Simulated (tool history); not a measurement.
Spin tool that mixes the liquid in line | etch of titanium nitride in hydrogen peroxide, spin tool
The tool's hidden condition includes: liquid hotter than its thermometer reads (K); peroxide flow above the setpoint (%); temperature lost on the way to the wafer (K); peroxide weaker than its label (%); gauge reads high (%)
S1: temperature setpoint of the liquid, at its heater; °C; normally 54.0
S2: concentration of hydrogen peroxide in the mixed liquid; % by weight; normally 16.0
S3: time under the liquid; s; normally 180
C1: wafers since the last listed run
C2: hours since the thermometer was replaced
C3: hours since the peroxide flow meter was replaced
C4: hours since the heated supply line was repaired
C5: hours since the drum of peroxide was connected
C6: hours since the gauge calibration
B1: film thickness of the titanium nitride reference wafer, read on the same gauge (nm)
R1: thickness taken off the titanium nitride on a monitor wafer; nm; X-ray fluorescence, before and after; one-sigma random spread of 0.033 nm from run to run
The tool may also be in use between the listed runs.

run   hour    S1    S2   S3   C1      C2      C3     C4      C5     C6     B1    R1
  1    0.0  48.0  16.0  180    0   840.4   852.5  662.8  1319.0  164.9  50.00  3.30
      31.4  -- gauge calibrated
  2   35.3  48.0  16.0  180  204   875.7   887.8  698.1  1354.3    3.9  50.01  3.29
  3   63.5  54.0  16.0  180  163   903.9   916.0  726.3  1382.5   32.1  49.99  5.12
  4   95.5  54.0  16.0  180  185   935.9   948.0  758.3  1414.5   64.1  50.00  5.12
  5  125.2  54.0  16.0  180  171   965.6   977.7  788.0  1444.2   93.8  50.01  5.07
  6  138.9  54.0  16.0  180   79   979.3   991.4  801.7  1457.9  107.5  50.00  5.08
     155.4  -- heated supply line repaired
     162.8  -- new drum of peroxide connected
  7  165.3  54.0  16.0  180  141  1005.7  1017.8    9.9     2.5  133.9  50.00  5.72
  8  187.2  54.0  16.0  180  126  1027.6  1039.7   31.8    24.4  155.8  50.01  5.68
     212.2  -- peroxide flow meter replaced
  9  222.0  47.0  13.0  220  195  1062.4     9.8   66.6    59.2  190.6  49.99  4.02
     228.3  -- gauge calibrated
 10  256.8  60.0  16.0  120  201  1097.2    44.6  101.4    94.0   28.5  49.99  5.63
 11  288.7  47.0  13.0  220  184  1129.1    76.5  133.3   125.9   60.4  49.99  3.97
 12  302.2  45.5  16.0  235   78  1142.6    90.0  146.8   139.4   73.9  49.99  3.93
     320.9  -- thermometer replaced
 13  325.6  46.5  17.5  230  129     4.7   113.4  170.2   162.8   97.3  50.01  4.23
 14  348.0  54.0  16.0  180  129    27.1   135.8  192.6   185.2  119.7  49.99  5.53
 15  370.4  49.0  12.5  255  129    49.5   158.2  215.0   207.6  142.1  50.01  5.23
 16  387.6  46.0  18.0  110   99    66.7   175.4  232.2   224.8  159.3  50.01  1.94
 17  404.4  54.0  16.0  180   97    83.5   192.2  249.0   241.6  176.1  50.01  5.54

The same runs without the tool's hidden state, with the same run-to-run variation:
run    R1
  1  3.73
  2  3.74
  3  5.81
  4  5.85
  5  5.82
  6  5.85
  7  5.77
  8  5.74
  9  4.09
 10  5.76
 11  4.09
 12  4.06
 13  4.39
 14  5.75
 15  5.47
 16  2.03
 17  5.82

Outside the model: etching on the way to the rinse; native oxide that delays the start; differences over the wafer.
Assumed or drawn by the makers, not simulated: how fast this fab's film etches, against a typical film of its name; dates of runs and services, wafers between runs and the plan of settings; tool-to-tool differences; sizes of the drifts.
